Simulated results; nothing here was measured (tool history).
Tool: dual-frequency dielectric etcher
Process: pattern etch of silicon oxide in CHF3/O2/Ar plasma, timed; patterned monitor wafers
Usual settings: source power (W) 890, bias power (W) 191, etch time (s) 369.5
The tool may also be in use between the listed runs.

| run | day | source power (W) | bias power (W) | etch time (s) | read-back reference wafer on the same gauge, depth_nm | mean etch depth across the wafer (nm) |
|---|---|---|---|---|---|---|
| 1 | 0 | 890 | 191 | 369.5 | 739.9 | 814.8 |
| 2 | 1.396 | 890 | 191 | 369.5 | 740.6 | 811.6 |
| 3 | 2.679 | 890 | 191 | 369.5 | 740.1 | 808.4 |
| 4 | 3.867 | 890 | 191 | 369.5 | 740.2 | 803.4 |
| 5 | 5.188 | 890 | 191 | 369.5 | 740.1 | 805.7 |
| 6 | 5.804 | 890 | 191 | 369.5 | 739.9 | 805.2 |
| 7 | 7 | 890 | 191 | 369.5 | 739.9 | 802.3 |
|  | 7.658 | bias power generator calibrated |
| 8 | 7.783 | 890 | 191 | 369.5 | 739.9 | 805.3 |
|  | 8.425 | source power generator calibrated |
| 9 | 8.446 | 890 | 191 | 369.5 | 739.6 | 804.1 |
|  | 9.604 | gauge calibrated |
| 10 | 9.871 | 890 | 191 | 369.5 | 739.7 | 801.8 |
| 11 | 10.604 | 890 | 191 | 369.5 | 740 | 802.7 |
| 12 | 11.758 | 890 | 191 | 369.5 | 740.1 | 798.2 |
|  | 13.375 | wet clean of the chamber |
|  | 14.254 | upper electrode replaced |
| 13 | 14.275 | 690 | 237 | 429.5 | 740 | 943.7 |

Forecast run 14:
| 14 | 15.996 | 710 | 237 | 439 | ? | ? |

Run 14 gave read-back reference wafer on the same gauge, depth_nm 739.4, mean etch depth across the wafer (nm) 965.8.
Without the tool's hidden state the same run would have given mean etch depth across the wafer (nm) 965.9.
